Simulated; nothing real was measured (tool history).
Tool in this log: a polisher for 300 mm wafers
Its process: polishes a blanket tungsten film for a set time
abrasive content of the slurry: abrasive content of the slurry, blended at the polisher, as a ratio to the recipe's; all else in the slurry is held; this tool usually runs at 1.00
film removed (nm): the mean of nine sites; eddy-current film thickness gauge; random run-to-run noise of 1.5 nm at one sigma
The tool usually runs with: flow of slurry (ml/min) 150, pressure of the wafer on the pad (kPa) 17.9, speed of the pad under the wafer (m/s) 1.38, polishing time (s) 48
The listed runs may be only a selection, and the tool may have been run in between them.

run     day  flow of slurry (ml/min)  pressure of the wafer on the pad (kPa)  speed of the pad under the wafer (m/s)  abrasive content of the slurry  polishing time (s)  wafers since the last listed run  wafers polished on this pad  hours since the slurry nozzle was cleaned  hours since the head pressure was calibrated  hours since the slurry blender was calibrated  hours since the slurry got fresh peroxide  incoming thickness of the incoming film, nm  film removed (nm)
  1   0.000                      150                                    17.9                                    1.38                            1.00                  48                                 0                          306                                      433.1                                         729.1                                          124.3                                       16.4                                       1466.7              191.3
  2   1.654                      150                                    17.9                                    1.38                            1.00                  48                               317                          623                                      472.8                                         768.8                                          164.0                                       56.1                                       1478.4              194.4
  3   3.833                      150                                    17.9                                    1.38                            1.00                  48                               418                         1042                                      525.1                                         821.1                                          216.3                                      108.4                                       1457.2              190.9
  4   5.804                      150                                    17.9                                    1.38                            1.00                  48                               378                         1420                                      572.4                                         868.4                                          263.6                                      155.7                                       1502.7              191.0
  5   8.304                      150                                    17.9                                    1.38                            1.00                  48                               480                         1901                                      632.4                                         928.4                                          323.6                                      215.7                                       1507.6              187.8
      9.071  -- worn pad replaced by a new one
  6   9.583                      150                                    17.9                                    1.38                            1.00                  48                               213                           98                                      663.1                                         959.1                                          354.3                                      246.4                                       1478.2              182.3
      9.667  -- slurry tank refilled with fresh slurry and peroxide
     10.592  -- slurry blender recalibrated
  7  11.808                      150                                    17.9                                    1.38                            1.00                  48                               403                          501                                      716.5                                        1012.5                                           29.2                                       51.4                                       1486.2              192.5
     12.642  -- slurry nozzle cleaned
  8  14.512                      150                                    17.9                                    1.38                            1.00                  48                               511                         1013                                       44.9                                        1077.4                                           94.1                                      116.3                                       1448.3              190.9
  9  16.696                      150                                    17.9                                    1.38                            1.00                  48                               419                         1432                                       97.3                                        1129.8                                          146.5                                      168.7                                       1483.8              190.1
 10  17.779                      150                                    17.9                                    1.38                            1.00                  39                               208                         1640                                      123.3                                        1155.8                                          172.5                                      194.7                                       1463.5              153.7
 11  19.192                      150                                    17.9                                    1.38                            0.85                  48                               271                         1911                                      157.2                                        1189.7                                          206.4                                      228.6                                       1487.0              180.5
 12  20.321                      150                                    17.9                                    1.38                            0.85                  48                               216                         2128                                      184.3                                        1216.8                                          233.5                                      255.7                                       1446.1              176.6
     20.762  -- worn pad replaced by a new one
     21.296  -- slurry tank refilled with fresh slurry and peroxide
 13  23.075                      150                                    17.9                                    1.38                            1.00                  48                               488                          436                                      250.4                                        1282.9                                          299.6                                       42.7                                       1504.6              189.0
     24.404  -- head pressure recalibrated
 14  25.708                      150                                    17.9                                    1.38                            1.00                  48                               489                          926                                      313.6                                          31.3                                          362.8                                      105.9                                       1456.7              189.2
     26.946  -- slurry blender recalibrated
 15  27.254                      110                                    17.9                                    1.38                            1.00                  48                               280                         1207                                      350.7                                          68.4                                            7.4                                      143.0                                       1511.1              175.6
 16  28.629                      185                                    17.9                                    1.38                            1.00                  48                               264                         1471                                      383.7                                         101.4                                           40.4                                      176.0                                       1482.2              193.9
     30.412  -- worn pad replaced by a new one
     31.338  -- slurry tank refilled with fresh slurry and peroxide
 17  31.608                      195                                    17.9                                    1.82                            0.85                  34                               532                          221                                      455.2                                         172.9                                          111.9                                        6.5                                       1490.8              174.4
 18  33.804                      150                                    17.9                                    1.38                            1.00                  48                               421                          643                                      507.9                                         225.6                                          164.6                                       59.2                                       1460.5              194.0
 19  35.250                      150                                    17.9                                    1.16                            1.10                  48                               277                          920                                      542.6                                         260.3                                          199.3                                       93.9                                       1476.0              165.8
 20  38.225                      150                                    17.9                                    1.38                            1.00                  42                               571                         1492                                      614.0                                         331.7                                          270.7                                      165.3                                       1468.2              164.3
     39.454  -- slurry nozzle cleaned
 21  40.804                      150                                    17.9                                    1.38                            1.00                  48                               487                         1979                                       32.4                                         393.6                                          332.6                                      227.2                                       1458.2              187.9
     41.942  -- worn pad replaced by a new one
     42.071  -- slurry tank refilled with fresh slurry and peroxide
 22  42.092                      135                                    17.9                                    1.76                            1.00                  35                               207                           20                                       63.3                                         424.5                                          363.5                                        0.5                                       1474.5              169.7
 23  43.275                      150                                    14.5                                    1.62                            1.15                  48                               227                          247                                       91.7                                         452.9                                          391.9                                       28.9                                       1500.4              185.3
     44.608  -- slurry blender recalibrated
 24  44.629                      105                                    22.8                                    1.02                            1.20                  48                               244                          491                                      124.2                                         485.4                                            0.5                                       61.4                                       1458.7              179.0
 25  46.750                      135                                    17.9                                    1.74                            1.00                  48                               407                          899                                      175.1                                         536.3                                           51.4                                      112.3                                       1470.6              234.2
 26  48.512                      150                                    17.9                                    1.38                            1.00                  48                               338                         1237                                      217.4                                         578.6                                           93.7                                      154.6                                       1495.1              189.0
 27  50.092                      150                                    17.9                                    1.38                            1.00                  48                               303                         1540                                      255.3                                         616.5                                          131.6                                      192.5                                       1514.7              188.1

3 ways to go on from here, each from the tool as it stands after run 27. What would each give?
  A  50.108                      150                                    17.9                                    1.38                            0.70                  48                                 3                         1544                                      255.7                                         616.9                                          132.0                                      192.9                                       1467.4                  ?
  B  50.108                      150                                    17.9                                    1.22                            0.85                  43                                 3                         1544                                      255.7                                         616.9                                          132.0                                      192.9                                       1467.4                  ?
  C  50.108                      165                                    17.9                                    1.38                            0.85                  48                                 3                         1544                                      255.7                                         616.9                                          132.0                                      192.9                                       1467.4                  ?

run  film removed (nm)
  A              172.5
  B              144.8
  C              183.6
Without the tool's unlogged condition, the same runs would have read:
run  film removed (nm)
  A              176.6
  B              148.3
  C              188.1
